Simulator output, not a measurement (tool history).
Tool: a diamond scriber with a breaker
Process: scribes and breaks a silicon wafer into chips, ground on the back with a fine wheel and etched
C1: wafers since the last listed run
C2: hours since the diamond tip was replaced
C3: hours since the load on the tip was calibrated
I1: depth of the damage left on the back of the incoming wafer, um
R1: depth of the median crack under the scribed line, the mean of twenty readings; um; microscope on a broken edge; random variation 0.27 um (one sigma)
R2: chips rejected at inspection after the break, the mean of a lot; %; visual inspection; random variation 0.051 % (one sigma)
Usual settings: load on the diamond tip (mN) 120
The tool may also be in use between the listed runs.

run 1 day=0.000 | load_on_the_diamond_tip_(mN)=120 | C1=0 C2=187.3 C3=332.2 | I1=0.58 | R1=13.22 R2=0.91
run 2 day=1.112 | load_on_the_diamond_tip_(mN)=143 | C1=41 C2=214.0 C3=358.9 | I1=0.39 | R1=16.30 R2=2.03
run 3 day=4.042 | load_on_the_diamond_tip_(mN)=143 | C1=109 C2=284.3 C3=429.2 | I1=0.32 | R1=15.75 R2=2.11
run 4 day=7.000 | load_on_the_diamond_tip_(mN)=144 | C1=110 C2=355.3 C3=500.2 | I1=0.50 | R1=15.46 R2=1.85
run 5 day=8.150 | load_on_the_diamond_tip_(mN)=129 | C1=42 C2=382.9 C3=527.8 | I1=0.74 | R1=14.44 R2=0.84
run 6 day=11.058 | load_on_the_diamond_tip_(mN)=129 | C1=108 C2=452.7 C3=597.6 | I1=0.68 | R1=13.90 R2=0.96
run 7 day=12.192 | load_on_the_diamond_tip_(mN)=129 | C1=42 C2=479.9 C3=624.8 | I1=0.54 | R1=14.14 R2=0.95
run 8 day=14.633 | load_on_the_diamond_tip_(mN)=120 | C1=91 C2=538.5 C3=683.4 | I1=0.65 | R1=13.14 R2=1.86
run 9 day=15.917 | load_on_the_diamond_tip_(mN)=120 | C1=47 C2=569.3 C3=714.2 | I1=0.36 | R1=12.79 R2=2.19
run 10 day=17.175 | load_on_the_diamond_tip_(mN)=120 | C1=46 C2=599.5 C3=744.4 | I1=0.35 | R1=12.69 R2=2.14
run 11 day=19.904 | load_on_the_diamond_tip_(mN)=110 | C1=101 C2=665.0 C3=809.9 | I1=0.34 | R1=11.40 R2=5.41
run 12 day=21.521 | load_on_the_diamond_tip_(mN)=110 | C1=60 C2=703.8 C3=848.7 | I1=0.52 | R1=11.59 R2=5.22
-- day=22.433 load on the tip recalibrated
run 13 day=23.975 | load_on_the_diamond_tip_(mN)=110 | C1=88 C2=762.7 C3=37.0 | I1=0.66 | R1=11.48 R2=5.55
run 14 day=26.488 | load_on_the_diamond_tip_(mN)=120 | C1=93 C2=823.0 C3=97.3 | I1=0.75 | R1=12.00 R2=3.50
run 15 day=28.008 | load_on_the_diamond_tip_(mN)=120 | C1=56 C2=859.5 C3=133.8 | I1=0.46 | R1=12.38 R2=3.91
run 16 day=30.512 | load_on_the_diamond_tip_(mN)=120 | C1=93 C2=919.6 C3=193.9 | I1=0.58 | R1=12.34 R2=4.49
run 17 day=32.454 | load_on_the_diamond_tip_(mN)=130 | C1=72 C2=966.2 C3=240.5 | I1=0.57 | R1=12.94 R2=2.14
run 18 day=33.633 | load_on_the_diamond_tip_(mN)=87 | C1=44 C2=994.5 C3=268.8 | I1=0.71 | R1=8.93 R2=22.51
-- day=34.950 diamond tip replaced by a new one, of another model than before
run 19 day=35.017 | load_on_the_diamond_tip_(mN)=97 | C1=48 C2=1.6 C3=302.0 | I1=0.77 | R1=13.11 R2=2.79
run 20 day=36.333 | load_on_the_diamond_tip_(mN)=101 | C1=49 C2=33.2 C3=333.6 | I1=0.56 | R1=12.56 R2=2.05
run 21 day=38.488 | load_on_the_diamond_tip_(mN)=153 | C1=80 C2=84.9 C3=385.3 | I1=0.38 | R1=15.16 R2=1.91
run 22 day=40.550 | load_on_the_diamond_tip_(mN)=143 | C1=77 C2=134.4 C3=434.8 | I1=0.79 | R1=15.61 R2=1.14
run 23 day=41.767 | load_on_the_diamond_tip_(mN)=139 | C1=45 C2=163.6 C3=464.0 | I1=0.45 | R1=14.21 R2=0.89
run 24 day=44.071 | load_on_the_diamond_tip_(mN)=96 | C1=86 C2=218.9 C3=519.3 | I1=0.32 | R1=12.56 R2=4.22
run 25 day=45.725 | load_on_the_diamond_tip_(mN)=100 | C1=61 C2=258.6 C3=559.0 | I1=0.58 | R1=12.03 R2=3.52
run 26 day=47.917 | load_on_the_diamond_tip_(mN)=120 | C1=81 C2=311.2 C3=611.6 | I1=0.52 | R1=13.20 R2=1.55
run 27 day=49.025 | load_on_the_diamond_tip_(mN)=109 | C1=41 C2=337.8 C3=638.2 | I1=0.48 | R1=13.09 R2=2.75
run 28 day=51.679 | load_on_the_diamond_tip_(mN)=137 | C1=99 C2=401.5 C3=701.9 | I1=0.36 | R1=14.30 R2=0.90
run 29 day=54.300 | load_on_the_diamond_tip_(mN)=145 | C1=97 C2=464.4 C3=764.8 | I1=0.42 | R1=14.32 R2=0.80
run 30 day=55.725 | load_on_the_diamond_tip_(mN)=88 | C1=53 C2=498.6 C3=799.0 | I1=0.55 | R1=11.49 R2=8.31
run 31 day=56.996 | load_on_the_diamond_tip_(mN)=120 | C1=47 C2=529.1 C3=829.5 | I1=0.78 | R1=12.80 R2=2.11
run 32 day=58.342 | load_on_the_diamond_tip_(mN)=110 | C1=50 C2=561.4 C3=861.8 | I1=0.37 | R1=12.19 R2=3.93
run 33 day=59.396 | load_on_the_diamond_tip_(mN)=102 | C1=39 C2=586.7 C3=887.1 | I1=0.39 | R1=11.54 R2=6.00
run 34 day=60.817 | load_on_the_diamond_tip_(mN)=99 | C1=53 C2=620.8 C3=921.2 | I1=0.33 | R1=11.68 R2=6.17
-- day=62.067 load on the tip recalibrated
run 35 day=63.179 | load_on_the_diamond_tip_(mN)=89 | C1=85 C2=677.5 C3=26.7 | I1=0.50 | R1=10.61 R2=10.23
run 36 day=69.500 | load_on_the_diamond_tip_(mN)=93 | C1=236 C2=829.2 C3=178.4 | I1=0.60 | R1=10.25 R2=10.19
run 37 day=71.392 | load_on_the_diamond_tip_(mN)=149 | C1=70 C2=874.6 C3=223.8 | I1=0.42 | R1=13.34 R2=1.40
run 38 day=73.975 | load_on_the_diamond_tip_(mN)=89 | C1=96 C2=936.6 C3=285.8 | I1=0.61 | R1=10.07 R2=13.65
run 39 day=76.404 | load_on_the_diamond_tip_(mN)=108 | C1=90 C2=994.9 C3=344.1 | I1=0.70 | R1=11.02 R2=8.30
run 40 day=78.338 | load_on_the_diamond_tip_(mN)=86 | C1=72 C2=1041.3 C3=390.5 | I1=0.31 | R1=9.99 R2=15.71
-- day=80.017 diamond tip replaced by a new one
run 41 day=80.775 | load_on_the_diamond_tip_(mN)=106 | C1=87 C2=18.2 C3=449.0 | I1=0.64 | R1=12.98 R2=1.74

Measured less the same run without the tool's hidden state. The same run-to-run variation is in both; the gauge's scatter may not be:
The hidden state here: share of the diamond tip's cutting effectiveness lost through wear, %; deviation of the load on the tip from its setpoint, %.
run=1 R1=-0.46 R2=+0.13
run=2 R1=-0.63 R2=-1.06
run=3 R1=-0.81 R2=-1.59
run=4 R1=-0.99 R2=-1.85
run=5 R1=-1.01 R2=-0.45
run=6 R1=-1.16 R2=-0.44
run=7 R1=-1.25 R2=-0.41
run=8 R1=-1.31 R2=+1.07
run=9 R1=-1.37 R2=+1.32
run=10 R1=-1.43 R2=+1.34
run=11 R1=-1.44 R2=+3.88
run=12 R1=-1.56 R2=+3.83
run=13 R1=-1.70 R2=+4.20
run=14 R1=-1.94 R2=+2.68
run=15 R1=-2.11 R2=+3.06
run=16 R1=-2.28 R2=+3.62
run=17 R1=-2.53 R2=+0.88
run=18 R1=-1.81 R2=+12.92
run=19 R1=-0.22 R2=+0.49
run=20 R1=-0.28 R2=+0.47
run=21 R1=-0.46 R2=-0.81
run=22 R1=-0.61 R2=-0.65
run=23 R1=-0.63 R2=-0.52
run=24 R1=-0.69 R2=+1.83
run=25 R1=-0.74 R2=+1.73
run=26 R1=-0.95 R2=+0.64
run=27 R1=-1.00 R2=+1.59
run=28 R1=-1.27 R2=-0.50
run=29 R1=-1.46 R2=-1.07
run=30 R1=-1.25 R2=+4.84
run=31 R1=-1.48 R2=+1.34
run=32 R1=-1.49 R2=+2.85
run=33 R1=-1.47 R2=+4.29
run=34 R1=-1.57 R2=+4.41
run=35 R1=-1.57 R2=+6.89
run=36 R1=-1.88 R2=+7.67
run=37 R1=-2.59 R2=-0.88
run=38 R1=-2.11 R2=+10.36
run=39 R1=-2.47 R2=+7.16
run=40 R1=-2.37 R2=+12.05
run=41 R1=-0.34 R2=+0.47

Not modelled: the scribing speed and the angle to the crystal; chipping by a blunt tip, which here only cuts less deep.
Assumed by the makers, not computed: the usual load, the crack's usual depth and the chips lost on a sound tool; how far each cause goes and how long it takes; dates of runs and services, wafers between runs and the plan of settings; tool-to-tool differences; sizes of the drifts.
